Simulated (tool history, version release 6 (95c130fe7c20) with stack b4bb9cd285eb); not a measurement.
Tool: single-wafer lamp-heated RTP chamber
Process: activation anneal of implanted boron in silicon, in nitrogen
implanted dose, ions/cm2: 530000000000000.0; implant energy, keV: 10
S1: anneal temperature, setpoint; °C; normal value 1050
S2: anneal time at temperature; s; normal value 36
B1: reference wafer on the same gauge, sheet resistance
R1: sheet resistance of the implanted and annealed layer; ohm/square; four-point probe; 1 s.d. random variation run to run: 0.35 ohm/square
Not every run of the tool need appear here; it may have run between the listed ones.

run     day    S1  S2      B1      R1
  1   0.000  1050  36  231.12  230.82
  2   0.662  1050  40  231.04  228.55
  3   1.779  1050  36  230.76  229.36
  4   2.096  1050  36  230.94  230.06
  5   2.838  1050  36  231.11  230.40
  6   3.200  1050  36  230.93  230.15
  7   3.950  1050  36  231.03  229.64
  8   4.342  1050  36  230.95  229.59
  9   4.658  1050  36  231.09  229.65
      5.246  -- reflector plate cleaned
 10   5.267  1050  36  230.97  229.37
 11   5.346  1050  36  230.97  229.81
 12   5.908  1036  36  230.98  231.05
 13   6.567  1050  36  230.90  229.75
 14   7.288  1035  36  231.20  230.96
      7.850  -- gauge calibrated
      8.567  -- pyrometer window cleaned and pyrometer calibrated
 15   9.442  1063  29  231.14  230.34
 16  10.142  1066  25  231.18  231.31
 17  10.550  1036  21  230.87  233.81
 18  10.842  1050  36  230.99  230.71
 19  11.279  1077  16  230.92  232.03
 20  11.633  1037  30  231.13  232.46
 21  12.304  1074  14  231.11  232.50
 22  12.583  1027  53  230.82  230.39
 23  12.917  1050  22  231.05  232.22
 24  13.342  1036  21  231.00  233.84
 25  14.538  1050  36  231.02  230.27

What if the next run were any one of these 3? Each begins from the tool's condition after run 25:
  A  14.554  1050  36   ?   ?
  B  14.554  1075  36   ?   ?
  C  14.554  1058  48   ?   ?

run      B1      R1
  A  230.96  230.25
  B  230.96  226.83
  C  230.96  227.22
Take away the tool's hidden state, keep each run's random variation, and the runs would have read:
run      R1
  A  231.35
  B  228.27
  C  228.68
